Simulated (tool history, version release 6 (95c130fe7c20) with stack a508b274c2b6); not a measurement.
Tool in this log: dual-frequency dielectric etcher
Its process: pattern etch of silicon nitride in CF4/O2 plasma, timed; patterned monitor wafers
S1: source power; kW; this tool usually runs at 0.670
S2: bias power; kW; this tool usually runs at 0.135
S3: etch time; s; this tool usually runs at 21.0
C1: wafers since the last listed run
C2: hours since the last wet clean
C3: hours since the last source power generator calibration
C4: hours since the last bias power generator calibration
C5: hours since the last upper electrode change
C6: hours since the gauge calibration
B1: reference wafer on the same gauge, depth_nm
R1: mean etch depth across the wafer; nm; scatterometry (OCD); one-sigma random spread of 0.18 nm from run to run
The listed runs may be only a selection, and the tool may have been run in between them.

run 1 hour=0.0 | S1=0.670 S2=0.135 S3=21.0 | C1=0 C2=386.9 C3=2067.4 C4=386.2 C5=3330.2 C6=1481.1 | B1=54.18 | R1=50.93
run 2 hour=67.7 | S1=0.670 S2=0.135 S3=21.0 | C1=961 C2=454.6 C3=2135.1 C4=453.9 C5=3397.9 C6=1548.8 | B1=54.17 | R1=50.62
run 3 hour=145.9 | S1=0.720 S2=0.113 S3=21.0 | C1=1110 C2=532.8 C3=2213.3 C4=532.1 C5=3476.1 C6=1627.0 | B1=54.15 | R1=50.66
-- hour=227.0 wet clean of the chamber
run 4 hour=227.5 | S1=0.720 S2=0.113 S3=21.0 | C1=817 C2=0.5 C3=2294.9 C4=613.7 C5=3557.7 C6=1708.6 | B1=54.15 | R1=50.63
run 5 hour=247.9 | S1=0.720 S2=0.113 S3=21.0 | C1=289 C2=20.9 C3=2315.3 C4=634.1 C5=3578.1 C6=1729.0 | B1=54.20 | R1=50.74
run 6 hour=310.4 | S1=0.670 S2=0.135 S3=26.0 | C1=887 C2=83.4 C3=2377.8 C4=696.6 C5=3640.6 C6=1791.5 | B1=54.24 | R1=63.01
run 7 hour=439.6 | S1=0.670 S2=0.135 S3=26.0 | C1=1834 C2=212.6 C3=2507.0 C4=825.8 C5=3769.8 C6=1920.7 | B1=54.13 | R1=62.81
run 8 hour=497.6 | S1=0.670 S2=0.135 S3=21.0 | C1=823 C2=270.6 C3=2565.0 C4=883.8 C5=3827.8 C6=1978.7 | B1=54.23 | R1=50.64
run 9 hour=542.2 | S1=0.670 S2=0.135 S3=21.0 | C1=633 C2=315.2 C3=2609.6 C4=928.4 C5=3872.4 C6=2023.3 | B1=54.20 | R1=50.45
run 10 hour=579.1 | S1=0.670 S2=0.135 S3=21.0 | C1=523 C2=352.1 C3=2646.5 C4=965.3 C5=3909.3 C6=2060.2 | B1=54.18 | R1=50.47
run 11 hour=670.9 | S1=0.670 S2=0.135 S3=21.0 | C1=1303 C2=443.9 C3=2738.3 C4=1057.1 C5=4001.1 C6=2152.0 | B1=54.20 | R1=50.23
run 12 hour=751.4 | S1=0.670 S2=0.135 S3=21.0 | C1=1143 C2=524.4 C3=2818.8 C4=1137.6 C5=4081.6 C6=2232.5 | B1=54.12 | R1=50.40
run 13 hour=792.9 | S1=0.670 S2=0.135 S3=21.0 | C1=589 C2=565.9 C3=2860.3 C4=1179.1 C5=4123.1 C6=2274.0 | B1=54.22 | R1=50.71
-- hour=820.2 wet clean of the chamber
run 14 hour=861.9 | S1=0.590 S2=0.135 S3=23.5 | C1=639 C2=41.7 C3=2929.3 C4=1248.1 C5=4192.1 C6=2343.0 | B1=54.24 | R1=49.26
run 15 hour=947.7 | S1=0.590 S2=0.135 S3=23.5 | C1=1218 C2=127.5 C3=3015.1 C4=1333.9 C5=4277.9 C6=2428.8 | B1=54.20 | R1=49.28
run 16 hour=986.9 | S1=0.670 S2=0.135 S3=25.5 | C1=556 C2=166.7 C3=3054.3 C4=1373.1 C5=4317.1 C6=2468.0 | B1=54.26 | R1=60.97
run 17 hour=1094.5 | S1=0.520 S2=0.166 S3=16.5 | C1=1527 C2=274.3 C3=3161.9 C4=1480.7 C5=4424.7 C6=2575.6 | B1=54.15 | R1=32.87
run 18 hour=1178.0 | S1=0.670 S2=0.123 S3=21.0 | C1=1185 C2=357.8 C3=3245.4 C4=1564.2 C5=4508.2 C6=2659.1 | B1=54.18 | R1=48.56
run 19 hour=1221.8 | S1=0.580 S2=0.118 S3=16.5 | C1=621 C2=401.6 C3=3289.2 C4=1608.0 C5=4552.0 C6=2702.9 | B1=54.21 | R1=32.01
run 20 hour=1281.3 | S1=0.670 S2=0.124 S3=21.0 | C1=844 C2=461.1 C3=3348.7 C4=1667.5 C5=4611.5 C6=2762.4 | B1=54.24 | R1=48.68
run 21 hour=1331.1 | S1=0.670 S2=0.135 S3=21.0 | C1=707 C2=510.9 C3=3398.5 C4=1717.3 C5=4661.3 C6=2812.2 | B1=54.19 | R1=50.58
-- hour=1354.9 gauge calibrated
run 22 hour=1376.6 | S1=0.670 S2=0.135 S3=21.0 | C1=646 C2=556.4 C3=3444.0 C4=1762.8 C5=4706.8 C6=21.7 | B1=54.13 | R1=50.08
-- hour=1403.8 bias power generator calibrated
-- hour=1431.7 wet clean of the chamber
run 23 hour=1432.7 | S1=0.670 S2=0.135 S3=21.0 | C1=399 C2=1.0 C3=3500.1 C4=28.9 C5=4762.9 C6=77.8 | B1=54.26 | R1=51.76
-- hour=1452.8 source power generator calibrated
-- hour=1506.8 upper electrode replaced
run 24 hour=1615.7 | S1=0.670 S2=0.135 S3=21.0 | C1=2201 C2=184.0 C3=162.9 C4=211.9 C5=108.9 C6=260.8 | B1=54.20 | R1=50.93
run 25 hour=1683.9 | S1=0.780 S2=0.135 S3=21.0 | C1=968 C2=252.2 C3=231.1 C4=280.1 C5=177.1 C6=329.0 | B1=54.16 | R1=59.51
run 26 hour=1770.5 | S1=0.670 S2=0.135 S3=19.0 | C1=1229 C2=338.8 C3=317.7 C4=366.7 C5=263.7 C6=415.6 | B1=54.25 | R1=46.43
run 27 hour=1830.0 | S1=0.670 S2=0.106 S3=26.5 | C1=844 C2=398.3 C3=377.2 C4=426.2 C5=323.2 C6=475.1 | B1=54.16 | R1=57.99
run 28 hour=1932.8 | S1=0.810 S2=0.135 S3=21.0 | C1=1459 C2=501.1 C3=480.0 C4=529.0 C5=426.0 C6=577.9 | B1=54.20 | R1=61.60
-- hour=2019.5 wet clean of the chamber
run 29 hour=2020.0 | S1=0.540 S2=0.145 S3=15.0 | C1=897 C2=0.5 C3=567.2 C4=616.2 C5=513.2 C6=665.1 | B1=54.18 | R1=29.63
run 30 hour=2081.7 | S1=0.670 S2=0.163 S3=21.0 | C1=876 C2=62.2 C3=628.9 C4=677.9 C5=574.9 C6=726.8 | B1=54.25 | R1=55.05
run 31 hour=2138.5 | S1=0.670 S2=0.135 S3=21.0 | C1=806 C2=119.0 C3=685.7 C4=734.7 C5=631.7 C6=783.6 | B1=54.21 | R1=50.63

Run-by-run hidden state of the tool:
etch rate over this chamber's usual, %: 0 across all the runs
source power that arrives over what is set, %: 0 across all the runs
gauge reads high (%): 0 across all the runs
H1: bias power that arrives over what is set, %
run=1 H1=-3.44
run=2 H1=-3.74
run=3 H1=-4.04
run=4 H1=-4.32
run=5 H1=-4.38
run=6 H1=-4.56
run=7 H1=-4.87
run=8 H1=-4.99
run=9 H1=-5.07
run=10 H1=-5.13
run=11 H1=-5.27
run=12 H1=-5.37
run=13 H1=-5.42
run=14 H1=-5.49
run=15 H1=-5.57
run=16 H1=-5.6
run=17 H1=-5.67
run=18 H1=-5.72
run=19 H1=-5.74
run=20 H1=-5.77
run=21 H1=-5.79
run=22 H1=-5.81
run=23 H1=-0.172
run=24 H1=-1.6
run=25 H1=-2.02
run=26 H1=-2.49
run=27 H1=-2.76
run=28 H1=-3.18
run=29 H1=-3.47
run=30 H1=-3.66
run=31 H1=-3.81
